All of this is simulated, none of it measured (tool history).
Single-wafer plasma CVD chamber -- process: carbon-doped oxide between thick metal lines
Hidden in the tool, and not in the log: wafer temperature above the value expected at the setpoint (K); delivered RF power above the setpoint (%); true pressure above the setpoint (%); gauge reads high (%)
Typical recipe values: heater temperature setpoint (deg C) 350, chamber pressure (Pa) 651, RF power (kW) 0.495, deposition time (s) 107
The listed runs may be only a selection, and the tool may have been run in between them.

run,hour,heater temperature setpoint (deg C),chamber pressure (Pa),RF power (kW),deposition time (s),wafers since the last listed run,hours since the last thermocouple change,hours since the last RF generator calibration,hours since the last manometer calibration,hours since the showerhead was replaced,hours since the gauge calibration,"read-back reference wafer on the same gauge, thickness_nm",mean film thickness on the monitor wafer (nm)
1,0.0,350,651,0.495,107,0,705.7,660.4,2452.7,2989.0,2078.9,442.126,471.134
2,57.2,350,651,0.495,107,833,762.9,717.6,2509.9,3046.2,2136.1,442.236,468.822
3,90.0,350,651,0.495,107,477,795.7,750.4,2542.7,3079.0,2168.9,441.099,469.147
4,120.4,350,651,0.495,107,442,826.1,780.8,2573.1,3109.4,2199.3,442.409,470.893
5,161.7,350,651,0.495,107,601,867.4,822.1,2614.4,3150.7,2240.6,442.383,470.561
# hour 207.4: showerhead replaced
6,220.2,350,651,0.495,107,735,925.9,880.6,2672.9,12.8,2299.1,441.469,471.970
7,262.0,350,779,0.495,107,608,967.7,922.4,2714.7,54.6,2340.9,441.603,481.293
# hour 274.5: RF generator calibrated
8,312.2,342,513,0.495,107,614,1017.9,37.7,2764.9,104.8,2391.1,441.794,466.025
9,381.2,340,607,0.495,107,1005,1086.9,106.7,2833.9,173.8,2460.1,441.989,476.111
10,424.1,350,592,0.495,107,624,1129.8,149.6,2876.8,216.7,2503.0,442.227,465.847
11,451.4,350,651,0.495,107,397,1157.1,176.9,2904.1,244.0,2530.3,442.610,473.155
12,489.3,350,651,0.495,107,552,1195.0,214.8,2942.0,281.9,2568.2,442.114,473.095
13,533.0,340,607,0.495,107,636,1238.7,258.5,2985.7,325.6,2611.9,441.879,477.094
14,581.0,337,651,0.495,114,699,1286.7,306.5,3033.7,373.6,2659.9,441.945,520.186
# hour 586.8: gauge calibrated
# hour 593.0: capacitance manometer re-zeroed and calibrated
15,651.6,350,651,0.495,107,911,1357.3,377.1,58.6,444.2,64.8,441.981,471.049
16,696.7,350,651,0.545,107,657,1402.4,422.2,103.7,489.3,109.9,441.061,504.340
17,764.3,346,651,0.495,107,984,1470.0,489.8,171.3,556.9,177.5,442.227,472.001
# hour 784.0: thermocouple changed; heater temperature recalibrated
18,794.8,350,699,0.530,91,327,10.8,520.3,201.8,587.4,208.0,442.047,423.426
19,855.5,350,651,0.495,107,884,71.5,581.0,262.5,648.1,268.7,442.213,470.344
20,884.2,350,651,0.495,127,418,100.2,609.7,291.2,676.8,297.4,442.360,557.520
21,909.9,354,651,0.455,107,374,125.9,635.4,316.9,702.5,323.1,441.618,433.207
22,946.6,350,747,0.585,107,534,162.6,672.1,353.6,739.2,359.8,441.686,541.285
23,1001.8,361,651,0.495,107,804,217.8,727.3,408.8,794.4,415.0,443.039,457.955
24,1067.9,350,651,0.495,107,962,283.9,793.4,474.9,860.5,481.1,442.351,468.234
25,1134.2,337,651,0.585,107,965,350.2,859.7,541.2,926.8,547.4,441.189,550.161
26,1175.4,350,651,0.495,101,600,391.4,900.9,582.4,968.0,588.6,442.860,442.821
# hour 1190.6: RF generator calibrated
27,1204.9,362,603,0.455,118,313,420.9,14.3,611.9,997.5,618.1,442.182,467.857
28,1248.6,350,651,0.585,122,636,464.6,58.0,655.6,1041.2,661.8,442.395,606.099

Here are 4 independent what-if runs from the current tool condition. What would each one return?
A,1249.0,350,651,0.495,107,5,465.0,58.4,656.0,1041.6,662.2,?,?
B,1249.0,364,699,0.495,107,5,465.0,58.4,656.0,1041.6,662.2,?,?
C,1249.0,350,505,0.525,98,5,465.0,58.4,656.0,1041.6,662.2,?,?
D,1249.0,350,700,0.555,107,5,465.0,58.4,656.0,1041.6,662.2,?,?

run,"read-back reference wafer on the same gauge, thickness_nm",mean film thickness on the monitor wafer (nm)
A,441.996,470.834
B,441.996,460.644
C,441.996,439.765
D,441.996,516.560
With the hidden condition removed and each run's random variation left untouched, the same runs would have given:
run,mean film thickness on the monitor wafer (nm)
A,470.834
B,460.644
C,439.765
D,516.560
